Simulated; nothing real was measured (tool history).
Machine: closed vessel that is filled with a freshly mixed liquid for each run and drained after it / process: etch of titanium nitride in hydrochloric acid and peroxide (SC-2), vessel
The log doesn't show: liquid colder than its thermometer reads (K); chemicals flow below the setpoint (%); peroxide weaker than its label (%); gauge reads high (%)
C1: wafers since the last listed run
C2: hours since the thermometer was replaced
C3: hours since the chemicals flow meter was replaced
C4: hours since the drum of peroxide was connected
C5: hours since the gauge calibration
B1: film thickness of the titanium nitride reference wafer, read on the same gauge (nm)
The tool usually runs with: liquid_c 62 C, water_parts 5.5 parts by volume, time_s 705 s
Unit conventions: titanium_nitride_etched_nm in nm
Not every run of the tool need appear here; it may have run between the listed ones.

run 1 hour=0 | liquid_c=62 water_parts=5.5 time_s=705 | C1=0 C2=2694.4 C3=704.9 C4=775.8 C5=216.2 | B1=60 | titanium_nitride_etched_nm=26.75
-- hour=14.3 gauge calibrated
run 2 hour=16.2 | liquid_c=62 water_parts=5.5 time_s=705 | C1=654 C2=2710.6 C3=721.1 C4=792 C5=1.9 | B1=60.01 | titanium_nitride_etched_nm=26.55
run 3 hour=30.7 | liquid_c=62 water_parts=5.5 time_s=705 | C1=586 C2=2725.1 C3=735.6 C4=806.5 C5=16.4 | B1=60 | titanium_nitride_etched_nm=26.61
run 4 hour=41.2 | liquid_c=64 water_parts=5.5 time_s=705 | C1=424 C2=2735.6 C3=746.1 C4=817 C5=26.9 | B1=60 | titanium_nitride_etched_nm=30.22
run 5 hour=58.7 | liquid_c=64 water_parts=5.5 time_s=705 | C1=707 C2=2753.1 C3=763.6 C4=834.5 C5=44.4 | B1=60.02 | titanium_nitride_etched_nm=30.06
run 6 hour=67.8 | liquid_c=64 water_parts=5.5 time_s=705 | C1=367 C2=2762.2 C3=772.7 C4=843.6 C5=53.5 | B1=59.96 | titanium_nitride_etched_nm=29.86
run 7 hour=74.9 | liquid_c=62 water_parts=5.5 time_s=705 | C1=286 C2=2769.3 C3=779.8 C4=850.7 C5=60.6 | B1=59.96 | titanium_nitride_etched_nm=26.22
-- hour=86.8 new drum of peroxide connected
run 8 hour=88.2 | liquid_c=62 water_parts=5.5 time_s=705 | C1=497 C2=2782.6 C3=793.1 C4=1.4 C5=73.9 | B1=60.03 | titanium_nitride_etched_nm=26.32
-- hour=124.5 thermometer replaced
run 9 hour=126.3 | liquid_c=62 water_parts=5.5 time_s=805 | C1=1499 C2=1.8 C3=831.2 C4=39.5 C5=112 | B1=60.03 | titanium_nitride_etched_nm=35.68
run 10 hour=140.8 | liquid_c=57.5 water_parts=5.5 time_s=395 | C1=586 C2=16.3 C3=845.7 C4=54 C5=126.5 | B1=59.97 | titanium_nitride_etched_nm=13.17
run 11 hour=147.6 | liquid_c=64 water_parts=5.5 time_s=705 | C1=274 C2=23.1 C3=852.5 C4=60.8 C5=133.3 | B1=60.03 | titanium_nitride_etched_nm=35.39
-- hour=153.9 chemicals flow meter replaced
run 12 hour=164.2 | liquid_c=58 water_parts=6.5 time_s=430 | C1=630 C2=39.7 C3=10.3 C4=77.4 C5=149.9 | B1=60 | titanium_nitride_etched_nm=14.36
run 13 hour=172.8 | liquid_c=56 water_parts=7 time_s=705 | C1=347 C2=48.3 C3=18.9 C4=86 C5=158.5 | B1=60.02 | titanium_nitride_etched_nm=19.49
run 14 hour=183.5 | liquid_c=62 water_parts=5.5 time_s=705 | C1=432 C2=59 C3=29.6 C4=96.7 C5=169.2 | B1=59.95 | titanium_nitride_etched_nm=34.08
run 15 hour=191.1 | liquid_c=62 water_parts=4 time_s=325 | C1=307 C2=66.6 C3=37.2 C4=104.3 C5=176.8 | B1=60.06 | titanium_nitride_etched_nm=19.52
-- hour=193.7 gauge calibrated
run 16 hour=198.8 | liquid_c=65.5 water_parts=5.5 time_s=705 | C1=311 C2=74.3 C3=44.9 C4=112 C5=5.1 | B1=59.98 | titanium_nitride_etched_nm=42.07
run 17 hour=216.5 | liquid_c=62 water_parts=6.5 time_s=705 | C1=715 C2=92 C3=62.6 C4=129.7 C5=22.8 | B1=60 | titanium_nitride_etched_nm=29.9
run 18 hour=224.1 | liquid_c=62 water_parts=5.5 time_s=705 | C1=307 C2=99.6 C3=70.2 C4=137.3 C5=30.4 | B1=59.97 | titanium_nitride_etched_nm=33.92
run 19 hour=230.3 | liquid_c=58 water_parts=5.5 time_s=1000 | C1=250 C2=105.8 C3=76.4 C4=143.5 C5=36.6 | B1=59.99 | titanium_nitride_etched_nm=37
run 20 hour=239.9 | liquid_c=55.5 water_parts=6.5 time_s=375 | C1=388 C2=115.4 C3=86 C4=153.1 C5=46.2 | B1=60.01 | titanium_nitride_etched_nm=10.57
run 21 hour=255.3 | liquid_c=62 water_parts=4 time_s=705 | C1=622 C2=130.8 C3=101.4 C4=168.5 C5=61.6 | B1=59.99 | titanium_nitride_etched_nm=42.15

Here are 4 independent what-if runs from the current tool condition. What would each one return?
run A hour=256.1 | liquid_c=62 water_parts=5.5 time_s=705 | C1=32 C2=131.6 C3=102.2 C4=169.3 C5=62.4 | B1=? | titanium_nitride_etched_nm=?
run B hour=256.1 | liquid_c=70.5 water_parts=5.5 time_s=705 | C1=32 C2=131.6 C3=102.2 C4=169.3 C5=62.4 | B1=? | titanium_nitride_etched_nm=?
run C hour=256.1 | liquid_c=62 water_parts=5.5 time_s=955 | C1=32 C2=131.6 C3=102.2 C4=169.3 C5=62.4 | B1=? | titanium_nitride_etched_nm=?
run D hour=256.1 | liquid_c=71.5 water_parts=6.5 time_s=975 | C1=32 C2=131.6 C3=102.2 C4=169.3 C5=62.4 | B1=? | titanium_nitride_etched_nm=?

run=A B1=60 titanium_nitride_etched_nm=33.69
run=B B1=60 titanium_nitride_etched_nm=56.4
run=C B1=60 titanium_nitride_etched_nm=45.64
run=D B1=60 titanium_nitride_etched_nm=72.97
With the hidden condition removed and each run's random variation left untouched, the same runs would have given:
run=A titanium_nitride_etched_nm=35.12
run=B titanium_nitride_etched_nm=58.71
run=C titanium_nitride_etched_nm=47.57
run=D titanium_nitride_etched_nm=75.98
